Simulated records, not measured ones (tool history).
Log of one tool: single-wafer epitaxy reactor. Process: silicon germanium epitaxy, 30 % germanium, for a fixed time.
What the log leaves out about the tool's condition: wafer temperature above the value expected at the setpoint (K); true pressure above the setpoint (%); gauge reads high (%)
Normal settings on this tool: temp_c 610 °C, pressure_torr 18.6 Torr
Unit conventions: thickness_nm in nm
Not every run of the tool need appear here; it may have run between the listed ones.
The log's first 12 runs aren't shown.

run	hour	temp_c	pressure_torr	wafers since the last listed run	hours since the last pyrometer calibration	hours since the last manometer calibration	hours since the showerhead was replaced	hours since the gauge calibration	read-back reference wafer on the same gauge, thickness_nm	thickness_nm
13	320.7	616	18.6	695	1839.3	958.7	4923.9	437.3	65.839	75.504
14	345.3	610	18.6	526	1863.9	983.3	4948.5	461.9	65.906	66.124
15	375.3	613	18.6	641	1893.9	1013.3	4978.5	491.9	65.824	70.724
16	399.0	610	18.6	506	1917.6	1037.0	5002.2	515.6	65.829	66.476
17	428.0	617	19.8	620	1946.6	1066.0	5031.2	544.6	65.917	79.241
18	454.4	605	18.6	564	1973.0	1092.4	5057.6	571.0	65.784	60.239
19	482.7	598	22.7	605	2001.3	1120.7	5085.9	599.3	65.972	57.696
# hour 492.0: pyrometer calibrated
# hour 502.7: showerhead replaced
20	503.2	610	18.6	96	11.2	1141.2	0.5	619.8	65.795	67.283
21	522.2	610	18.6	406	30.2	1160.2	19.5	638.8	65.976	67.465
# hour 547.8: capacitance manometer re-zeroed and calibrated
22	548.3	619	15.9	387	56.3	0.5	45.6	664.9	65.769	70.849
# hour 562.2: gauge calibrated
23	573.3	602	22.9	534	81.3	25.5	70.6	11.1	65.866	61.246
24	601.5	610	18.6	603	109.5	53.7	98.8	39.3	65.862	64.398
25	616.1	596	22.0	312	124.1	68.3	113.4	53.9	65.952	53.057
26	637.4	610	18.6	455	145.4	89.6	134.7	75.2	66.036	64.581
27	658.7	623	14.4	455	166.7	110.9	156.0	96.5	66.073	73.665
28	680.9	599	20.0	474	188.9	133.1	178.2	118.7	65.835	53.359
29	699.1	625	16.7	389	207.1	151.3	196.4	136.9	65.952	82.400
30	711.9	610	15.1	273	219.9	164.1	209.2	149.7	66.042	58.207
31	743.2	603	18.6	669	251.2	195.4	240.5	181.0	65.850	56.130

Consider 4 possible next runs. They are alternatives, not a sequence: every one starts from the tool as it was left by run 31. What does each give?
A	743.6	610	18.6	8	251.6	195.8	240.9	181.4	?	?
B	743.6	601	21.8	8	251.6	195.8	240.9	181.4	?	?
C	743.6	617	14.8	8	251.6	195.8	240.9	181.4	?	?
D	743.6	615	22.3	8	251.6	195.8	240.9	181.4	?	?

run	read-back reference wafer on the same gauge, thickness_nm	thickness_nm
A	66.044	64.625
B	66.044	58.175
C	66.044	65.851
D	66.044	78.344
With the hidden condition removed and each run's random variation left untouched, the same runs would have given:
run	thickness_nm
A	64.334
B	57.913
C	65.554
D	77.991
